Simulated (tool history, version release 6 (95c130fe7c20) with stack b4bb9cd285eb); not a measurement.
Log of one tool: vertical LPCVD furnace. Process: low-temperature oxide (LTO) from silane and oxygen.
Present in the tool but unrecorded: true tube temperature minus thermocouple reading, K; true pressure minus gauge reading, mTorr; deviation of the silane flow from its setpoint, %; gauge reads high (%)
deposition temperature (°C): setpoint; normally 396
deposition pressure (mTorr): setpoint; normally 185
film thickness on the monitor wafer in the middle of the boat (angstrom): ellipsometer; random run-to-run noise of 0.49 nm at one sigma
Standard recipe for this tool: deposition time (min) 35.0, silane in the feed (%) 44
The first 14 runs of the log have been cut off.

run,day,deposition temperature (°C),deposition pressure (mTorr),deposition time (min),silane in the feed (%),wafers since the last listed run,hours since the last temperature calibration,hours since the pressure gauge was zeroed,hours since the silane flow controller was replaced,hours since the gauge calibration,"read-back reference wafer on the same gauge, thickness",film thickness on the monitor wafer in the middle of the boat (angstrom)
15,9.312,396,205,35.0,44,207,224.0,165.0,158.3,222.1,276.14,3331.9
16,9.804,396,185,35.0,38,148,235.8,176.8,170.1,233.9,275.98,2540.3
17,10.825,388,165,24.0,44,308,260.3,201.3,194.6,258.4,276.21,1689.3
18,11.633,396,150,35.0,44,243,279.7,220.7,214.0,277.8,275.94,2437.4
19,12.338,396,185,35.0,44,212,296.6,237.6,230.9,294.7,276.19,3012.7
20,12.888,396,185,35.0,44,165,309.8,250.8,244.1,307.9,275.96,3020.7
21,13.421,405,160,40.5,40,160,322.6,263.6,256.9,320.7,276.14,2985.7
22,14.062,396,185,35.0,44,193,338.0,279.0,272.3,336.1,276.03,3015.1
23,14.483,396,185,35.0,48,126,348.1,289.1,282.4,346.2,275.93,3279.8
24,14.788,396,185,35.0,44,91,355.4,296.4,289.7,353.5,275.87,3024.0
25,15.542,396,185,35.0,44,227,373.5,314.5,307.8,371.6,276.20,3028.2
26,17.367,407,185,35.0,44,550,417.3,358.3,351.6,415.4,276.14,3411.7
27,17.921,402,185,35.0,44,167,430.6,371.6,364.9,428.7,276.07,3229.5
28,18.742,388,155,35.0,41,247,450.3,391.3,384.6,448.4,275.98,2153.4
29,19.367,407,185,35.0,47,188,465.3,406.3,399.6,463.4,276.10,3628.5
30,19.696,384,165,35.0,44,99,473.2,414.2,407.5,471.3,276.05,2366.7

Each row is a separate what-if for the run after 30, all from the same tool condition, not one after another. Results?
A,19.904,396,185,22.0,44,62,478.2,419.2,412.5,476.3,?,?
B,19.904,396,225,35.0,38,62,478.2,419.2,412.5,476.3,?,?
C,19.904,405,185,38.5,49,62,478.2,419.2,412.5,476.3,?,?
D,19.904,389,185,48.5,44,62,478.2,419.2,412.5,476.3,?,?
E,19.904,396,150,25.5,44,62,478.2,419.2,412.5,476.3,?,?

run,"read-back reference wafer on the same gauge, thickness",film thickness on the monitor wafer in the middle of the boat (angstrom)
A,275.89,1909.7
B,275.89,3128.9
C,275.89,4051.6
D,275.89,3900.0
E,275.89,1794.8
What these runs would have given with no unlogged condition in the tool:
run,film thickness on the monitor wafer in the middle of the boat (angstrom)
A,1866.2
B,3040.0
C,3981.0
D,3808.9
E,1753.9
